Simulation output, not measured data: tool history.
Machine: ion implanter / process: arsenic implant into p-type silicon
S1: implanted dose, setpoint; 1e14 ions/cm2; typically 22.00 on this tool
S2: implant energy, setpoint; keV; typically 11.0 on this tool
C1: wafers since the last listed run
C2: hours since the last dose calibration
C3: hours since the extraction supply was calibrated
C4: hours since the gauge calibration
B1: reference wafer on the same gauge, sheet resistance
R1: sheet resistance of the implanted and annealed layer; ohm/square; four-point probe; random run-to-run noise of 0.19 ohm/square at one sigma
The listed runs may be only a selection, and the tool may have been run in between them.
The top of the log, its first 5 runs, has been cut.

run     day     S1    S2    C1      C2      C3      C4     B1      R1
  6  13.062  22.00  11.0  1403   775.3  2031.1  1296.4  98.01  116.53
  7  14.667  22.00  13.0   635   813.8  2069.6  1334.9  98.00  112.83
  8  18.692  22.00  13.0  1594   910.4  2166.2  1431.5  98.01  112.94
  9  23.104  22.00  13.0  1748  1016.3  2272.1  1537.4  97.96  113.03
 10  27.246  22.00  11.0  1640  1115.7  2371.5  1636.8  98.01  116.75
 11  30.812  16.87  11.0  1413  1201.3  2457.1  1722.4  97.99  122.47
 12  35.162  22.00  11.0  1723  1305.7  2561.5  1826.8  97.98  116.73
 13  38.975  22.00  11.0  1510  1397.2  2653.0  1918.3  98.03  116.61
 14  40.512  22.00  12.5   609  1434.1  2689.9  1955.2  98.02  114.03
 15  42.683  22.00  11.0   860  1486.2  2742.0  2007.3  98.00  116.65
 16  45.879  22.00  11.0  1266  1562.9  2818.7  2084.0  98.00  116.46
     46.542  -- extraction supply calibrated
 17  49.554  18.88  13.5  1324  1651.1    72.3  2172.2  98.01  115.46
 18  54.021  15.70  12.5  1769  1758.3   179.5  2279.4  98.03  122.48
 19  57.883  22.00  11.0  1530  1851.0   272.2  2372.1  98.02  117.10
 20  59.446  15.40  10.0   619  1888.5   309.7  2409.6  97.99  128.05
 21  61.529  22.00  11.0   825  1938.5   359.7  2459.6  98.01  117.09
 22  65.479  28.58  14.0  1565  2033.3   454.5  2554.4  98.01  107.19
 23  67.733  28.40   7.5   893  2087.4   508.6  2608.5  98.01  118.54
 24  70.179  15.62  12.5   969  2146.1   567.3  2667.2  97.98  122.62
 25  72.575  25.20   8.0   949  2203.6   624.8  2724.7  98.02  120.10
 26  77.042  22.00  12.5  1769  2310.8   732.0  2831.9  97.99  114.37
     78.229  -- Faraday cup replaced and dose calibrated
     80.229  -- gauge calibrated
 27  81.100  22.00  11.0  1475    68.9   829.4    20.9  98.03  116.01
 28  84.538  26.81  11.0  1361   151.4   911.9   103.4  98.01  112.90
 29  95.408  15.99   9.0  4307   412.3  1172.8   364.3  98.04  127.21

Predict the results of run 30:
 30  97.146  25.35  9.5  688  454.0  1214.5  406.0   ?   ?

For run 30 the tool returned B1 98.00, R1 115.98 ohm/square.
Take away the tool's hidden state, keep the run-to-run variation as it was, and the same run would have given R1 116.08 ohm/square.
